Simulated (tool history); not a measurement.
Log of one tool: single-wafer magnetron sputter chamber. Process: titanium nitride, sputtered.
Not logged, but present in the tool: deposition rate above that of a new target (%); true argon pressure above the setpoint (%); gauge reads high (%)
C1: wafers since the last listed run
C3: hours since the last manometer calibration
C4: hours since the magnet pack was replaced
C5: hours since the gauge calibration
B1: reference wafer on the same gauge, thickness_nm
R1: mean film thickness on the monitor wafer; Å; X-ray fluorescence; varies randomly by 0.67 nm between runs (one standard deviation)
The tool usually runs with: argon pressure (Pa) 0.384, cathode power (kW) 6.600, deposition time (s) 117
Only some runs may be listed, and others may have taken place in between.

Run 1, hour 0.0: usual settings but cathode power (kW) 7.900; C1 0; wafers on the sputter target 4655; C3 1340.5; C4 4735.8; C5 594.3; B1 163.002. Result: R1 1635.43 Å.
Run 2, hour 77.4: usual settings but cathode power (kW) 7.900; C1 1224; wafers on the sputter target 5879; C3 1417.9; C4 4813.2; C5 671.7; B1 163.141. Result: R1 1644.33 Å.
Run 3, hour 167.0: usual settings but cathode power (kW) 7.900; C1 1417; wafers on the sputter target 7297; C3 1507.5; C4 4902.8; C5 761.3; B1 163.075. Result: R1 1636.78 Å.
At hour 282.1: sputter target and shields replaced.
Run 4, hour 333.0: usual settings but argon pressure (Pa) 0.491, cathode power (kW) 5.550; C1 2499; wafers on the sputter target 806; C3 1673.5; C4 5068.8; C5 927.3; B1 162.964. Result: R1 1147.23 Å.
Run 5, hour 415.7: usual settings but argon pressure (Pa) 0.491, cathode power (kW) 5.550; C1 1308; wafers on the sputter target 2114; C3 1756.2; C4 5151.5; C5 1010.0; B1 162.906. Result: R1 1133.70 Å.
Run 6, hour 468.5: usual settings but argon pressure (Pa) 0.491, cathode power (kW) 5.550; C1 835; wafers on the sputter target 2950; C3 1809.0; C4 5204.3; C5 1062.8; B1 162.859. Result: R1 1132.65 Å.
Run 7, hour 543.2: usual settings; C1 1181; wafers on the sputter target 4132; C3 1883.7; C4 5279.0; C5 1137.5; B1 163.116. Result: R1 1378.64 Å.
Run 8, hour 627.1: usual settings; C1 1327; wafers on the sputter target 5459; C3 1967.6; C4 5362.9; C5 1221.4; B1 163.021. Result: R1 1380.68 Å.
Run 9, hour 683.7: usual settings; C1 895; wafers on the sputter target 6355; C3 2024.2; C4 5419.5; C5 1278.0; B1 163.012. Result: R1 1375.68 Å.
Run 10, hour 754.0: usual settings; C1 1112; wafers on the sputter target 7467; C3 2094.5; C4 5489.8; C5 1348.3; B1 162.904. Result: R1 1354.76 Å.
Run 11, hour 841.7: usual settings; C1 1387; wafers on the sputter target 8855; C3 2182.2; C4 5577.5; C5 1436.0; B1 162.945. Result: R1 1381.59 Å.
Run 12, hour 883.7: usual settings but argon pressure (Pa) 0.488; C1 664; wafers on the sputter target 9519; C3 2224.2; C4 5619.5; C5 1478.0; B1 163.054. Result: R1 1328.20 Å.
At hour 924.8: sputter target and shields replaced.
Run 13, hour 1089.9: usual settings but argon pressure (Pa) 0.488; C1 3136; wafers on the sputter target 2611; C3 2430.4; C4 5825.7; C5 1684.2; B1 162.889. Result: R1 1358.29 Å.
Run 14, hour 1189.2: usual settings; C1 1571; wafers on the sputter target 4182; C3 2529.7; C4 5925.0; C5 1783.5; B1 163.069. Result: R1 1391.22 Å.
At hour 1215.1: magnet pack replaced.
Run 15, hour 1250.6: usual settings but deposition time (s) 134; C1 844; wafers on the sputter target 5027; C3 2591.1; C4 35.5; C5 1844.9; B1 162.963. Result: R1 1594.34 Å.
Run 16, hour 1342.3: usual settings but argon pressure (Pa) 0.342; C1 1450; wafers on the sputter target 6478; C3 2682.8; C4 127.2; C5 1936.6; B1 162.949. Result: R1 1396.39 Å.
At hour 1395.3: capacitance manometer re-zeroed and calibrated.
Run 17, hour 1400.8: usual settings but argon pressure (Pa) 0.342; C1 799; wafers on the sputter target 7277; C3 5.5; C4 185.7; C5 1995.1; B1 162.992. Result: R1 1373.22 Å.
Run 18, hour 1453.2: usual settings but cathode power (kW) 7.750, deposition time (s) 129; C1 829; wafers on the sputter target 8106; C3 57.9; C4 238.1; C5 2047.5; B1 163.014. Result: R1 1749.51 Å.
Run 19, hour 1548.1: usual settings but argon pressure (Pa) 0.342; C1 1501; wafers on the sputter target 9608; C3 152.8; C4 333.0; C5 2142.4; B1 162.930. Result: R1 1357.36 Å.
At hour 1590.8: sputter target and shields replaced.
Run 20, hour 1600.4: usual settings but argon pressure (Pa) 0.459, cathode power (kW) 7.400, deposition time (s) 105; C1 700; wafers on the sputter target 152; C3 205.1; C4 385.3; C5 2194.7; B1 162.924. Result: R1 1399.61 Å.
Run 21, hour 1638.2: usual settings but cathode power (kW) 7.200, deposition time (s) 105; C1 598; wafers on the sputter target 750; C3 242.9; C4 423.1; C5 2232.5; B1 162.943. Result: R1 1384.28 Å.
At hour 1639.8: gauge calibrated.
Run 22, hour 1677.7: usual settings but argon pressure (Pa) 0.453, deposition time (s) 100; C1 624; wafers on the sputter target 1375; C3 282.4; C4 462.6; C5 37.9; B1 162.961. Result: R1 1162.58 Å.
Run 23, hour 1718.6: usual settings; C1 647; wafers on the sputter target 2022; C3 323.3; C4 503.5; C5 78.8; B1 162.946. Result: R1 1393.24 Å.
Run 24, hour 1796.9: usual settings but argon pressure (Pa) 0.517, cathode power (kW) 7.600, deposition time (s) 139; C1 1238; wafers on the sputter target 3261; C3 401.6; C4 581.8; C5 157.1; B1 162.794. Result: R1 1805.62 Å.
Run 25, hour 1870.2: usual settings but argon pressure (Pa) 0.271, cathode power (kW) 7.450; C1 1159; wafers on the sputter target 4421; C3 474.9; C4 655.1; C5 230.4; B1 162.949. Result: R1 1633.87 Å.
At hour 2148.8: sputter target and shields replaced.
Run 26, hour 2150.7: usual settings; C1 4311; wafers on the sputter target 29; C3 755.4; C4 935.6; C5 510.9; B1 162.941. Result: R1 1440.42 Å.
Run 27, hour 2199.8: usual settings; C1 776; wafers on the sputter target 806; C3 804.5; C4 984.7; C5 560.0; B1 163.020. Result: R1 1409.23 Å.
Run 28, hour 2285.7: usual settings but argon pressure (Pa) 0.536; C1 1359; wafers on the sputter target 2165; C3 890.4; C4 1070.6; C5 645.9; B1 162.989. Result: R1 1316.60 Å.
Run 29, hour 2336.5: usual settings but argon pressure (Pa) 0.446; C1 803; wafers on the sputter target 2969; C3 941.2; C4 1121.4; C5 696.7; B1 162.984. Result: R1 1358.95 Å.
Run 30, hour 2561.9: usual settings but argon pressure (Pa) 0.433, cathode power (kW) 8.150, deposition time (s) 104; C1 3566; wafers on the sputter target 6535; C3 1166.6; C4 1346.8; C5 922.1; B1 162.813. Result: R1 1470.99 Å.
Run 31, hour 2650.9: usual settings but argon pressure (Pa) 0.283, cathode power (kW) 7.300, deposition time (s) 96; C1 1408; wafers on the sputter target 7944; C3 1255.6; C4 1435.8; C5 1011.1; B1 163.144. Result: R1 1273.98 Å.
At hour 2686.3: sputter target and shields replaced.
Run 32, hour 2741.7: usual settings; C1 1310; wafers on the sputter target 877; C3 1346.4; C4 1526.6; C5 1101.9; B1 162.961. Result: R1 1433.89 Å.
Run 33, hour 2843.1: usual settings but argon pressure (Pa) 0.238, cathode power (kW) 7.850; C1 1604; wafers on the sputter target 2481; C3 1447.8; C4 1628.0; C5 1203.3; B1 162.989. Result: R1 1763.57 Å.
Run 34, hour 2885.1: usual settings but argon pressure (Pa) 0.494, deposition time (s) 139; C1 664; wafers on the sputter target 3146; C3 1489.8; C4 1670.0; C5 1245.3; B1 162.949. Result: R1 1596.32 Å.
Run 35, hour 2987.9: usual settings; C1 1626; wafers on the sputter target 4772; C3 1592.6; C4 1772.8; C5 1348.1; B1 162.968. Result: R1 1385.88 Å.

Hidden condition of the tool, last listed run before each entry between runs versus first listed run after:
From run 3 to run 4: sputter target and shields replaced (hour 282.1)
  deposition rate above that of a new target (%): -6.05 -> -1.78; true argon pressure above the setpoint (%): -7.58 -> -8.54
  measured result minus the result with no hidden state, R1: -84.90 -> -0.91 Å
From run 12 to run 13: sputter target and shields replaced (hour 924.8)
  deposition rate above that of a new target (%): -6.21 -> -3.8; true argon pressure above the setpoint (%): -11.7 -> -12.9
  measured result minus the result with no hidden state, R1: -55.26 -> -17.73 Å
From run 14 to run 15: magnet pack replaced (hour 1215.1)
  deposition rate above that of a new target (%): -4.85 -> -5.28; true argon pressure above the setpoint (%): -13.5 -> -13.8
  measured result minus the result with no hidden state, R1: -40.44 -> -52.88 Å
From run 16 to run 17: capacitance manometer re-zeroed and calibrated (hour 1395.3)
  deposition rate above that of a new target (%): -5.72 -> -5.91; true argon pressure above the setpoint (%): -14.4 -> -2.58
  measured result minus the result with no hidden state, R1: -55.58 -> -81.08 Å
From run 19 to run 20: sputter target and shields replaced (hour 1590.8)
  deposition rate above that of a new target (%): -6.2 -> -0.312; true argon pressure above the setpoint (%): -3.43 -> -3.73
  measured result minus the result with no hidden state, R1: -82.95 -> +5.40 Å
From run 21 to run 22: gauge calibrated (hour 1639.8)
  deposition rate above that of a new target (%): -1.32 -> -2.19; true argon pressure above the setpoint (%): -3.95 -> -4.18
  measured result minus the result with no hidden state, R1: -9.90 -> -16.85 Å
From run 25 to run 26: sputter target and shields replaced (hour 2148.8)
  deposition rate above that of a new target (%): -4.64 -> -0.668; true argon pressure above the setpoint (%): -5.29 -> -6.91
  measured result minus the result with no hidden state, R1: -69.73 -> +5.86 Å
From run 31 to run 32: sputter target and shields replaced (hour 2686.3)
  deposition rate above that of a new target (%): -6.24 -> -1.58; true argon pressure above the setpoint (%): -9.8 -> -10.3
  measured result minus the result with no hidden state, R1: -69.82 -> +0.25 Å
